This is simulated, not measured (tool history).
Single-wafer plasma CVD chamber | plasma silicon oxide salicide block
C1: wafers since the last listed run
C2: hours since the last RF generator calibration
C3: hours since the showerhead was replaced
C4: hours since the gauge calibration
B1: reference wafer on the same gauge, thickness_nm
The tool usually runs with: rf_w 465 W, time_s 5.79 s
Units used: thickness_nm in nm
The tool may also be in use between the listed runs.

{"run": 1, "hour": 0.0, "rf_w": 465, "time_s": 5.79, "C1": 0, "C2": 400.5, "C3": 4232.8, "C4": 939.9, "B1": 43.997, "thickness_nm": 46.75}
{"run": 2, "hour": 60.2, "rf_w": 465, "time_s": 5.79, "C1": 919, "C2": 460.7, "C3": 4293, "C4": 1000.1, "B1": 43.985, "thickness_nm": 47.078}
{"run": 3, "hour": 138.5, "rf_w": 465, "time_s": 5.79, "C1": 1196, "C2": 539, "C3": 4371.3, "C4": 1078.4, "B1": 43.998, "thickness_nm": 46.956}
{"run": 4, "hour": 458.4, "rf_w": 465, "time_s": 5.79, "C1": 4887, "C2": 858.9, "C3": 4691.2, "C4": 1398.3, "B1": 43.983, "thickness_nm": 46.227}
{"run": 5, "hour": 550.3, "rf_w": 465, "time_s": 5.79, "C1": 1404, "C2": 950.8, "C3": 4783.1, "C4": 1490.2, "B1": 44.027, "thickness_nm": 46.323}
{"run": 6, "hour": 599.4, "rf_w": 465, "time_s": 5.79, "C1": 750, "C2": 999.9, "C3": 4832.2, "C4": 1539.3, "B1": 43.983, "thickness_nm": 46.433}
{"run": 7, "hour": 682.5, "rf_w": 465, "time_s": 5.79, "C1": 1269, "C2": 1083, "C3": 4915.3, "C4": 1622.4, "B1": 43.996, "thickness_nm": 46.298}
{"run": 8, "hour": 779.6, "rf_w": 465, "time_s": 5.79, "C1": 1483, "C2": 1180.1, "C3": 5012.4, "C4": 1719.5, "B1": 43.983, "thickness_nm": 45.886}
{"hour": 874.0, "done": "RF generator calibrated"}
{"run": 9, "hour": 886.5, "rf_w": 395, "time_s": 6.3, "C1": 1511, "C2": 12.5, "C3": 5119.3, "C4": 1826.4, "B1": 44.005, "thickness_nm": 48.998}
{"run": 10, "hour": 989.5, "rf_w": 555, "time_s": 5.19, "C1": 1573, "C2": 115.5, "C3": 5222.3, "C4": 1929.4, "B1": 44.019, "thickness_nm": 44.697}
{"hour": 1012.5, "done": "gauge calibrated"}
{"run": 11, "hour": 1197.8, "rf_w": 505, "time_s": 5.05, "C1": 3182, "C2": 323.8, "C3": 5430.6, "C4": 185.3, "B1": 43.989, "thickness_nm": 42.095}
{"hour": 1237.9, "done": "showerhead replaced"}
{"run": 12, "hour": 1238.4, "rf_w": 465, "time_s": 4.9, "C1": 498, "C2": 364.4, "C3": 0.5, "C4": 225.9, "B1": 44.06, "thickness_nm": 39.739}
{"run": 13, "hour": 1327.0, "rf_w": 465, "time_s": 5.03, "C1": 1353, "C2": 453, "C3": 89.1, "C4": 314.5, "B1": 43.989, "thickness_nm": 40.441}
{"run": 14, "hour": 1381.4, "rf_w": 465, "time_s": 5.79, "C1": 831, "C2": 507.4, "C3": 143.5, "C4": 368.9, "B1": 44.022, "thickness_nm": 46.924}
{"run": 15, "hour": 1667.8, "rf_w": 520, "time_s": 5.1, "C1": 4375, "C2": 793.8, "C3": 429.9, "C4": 655.3, "B1": 44.029, "thickness_nm": 42.637}
{"run": 16, "hour": 1760.8, "rf_w": 465, "time_s": 5.79, "C1": 1420, "C2": 886.8, "C3": 522.9, "C4": 748.3, "B1": 43.983, "thickness_nm": 46.337}
{"run": 17, "hour": 1816.3, "rf_w": 420, "time_s": 5.03, "C1": 847, "C2": 942.3, "C3": 578.4, "C4": 803.8, "B1": 43.987, "thickness_nm": 39.159}
{"run": 18, "hour": 1922.4, "rf_w": 440, "time_s": 5.79, "C1": 1621, "C2": 1048.4, "C3": 684.5, "C4": 909.9, "B1": 43.918, "thickness_nm": 45.718}

Below, some changes in thickness_nm between adjacent runs. For each, the amount present without the hidden state too (settings, incoming material, random variation) and the amount remaining for the hidden state with gauge scatter not shared by both compared results:
Unlogged tool condition in this case: delivered RF power above the setpoint (%); gauge reads high (%).
Run 8 -> 9: rf_w 465 -> 395, time_s 5.79 -> 6.3, RF generator calibrated. thickness_nm +3.112 nm: hidden state +1.102, all else +2.01.
Run 16 -> 17: rf_w 465 -> 420, time_s 5.79 -> 5.03. thickness_nm -7.178 nm: hidden state +0.1, all else -7.278.
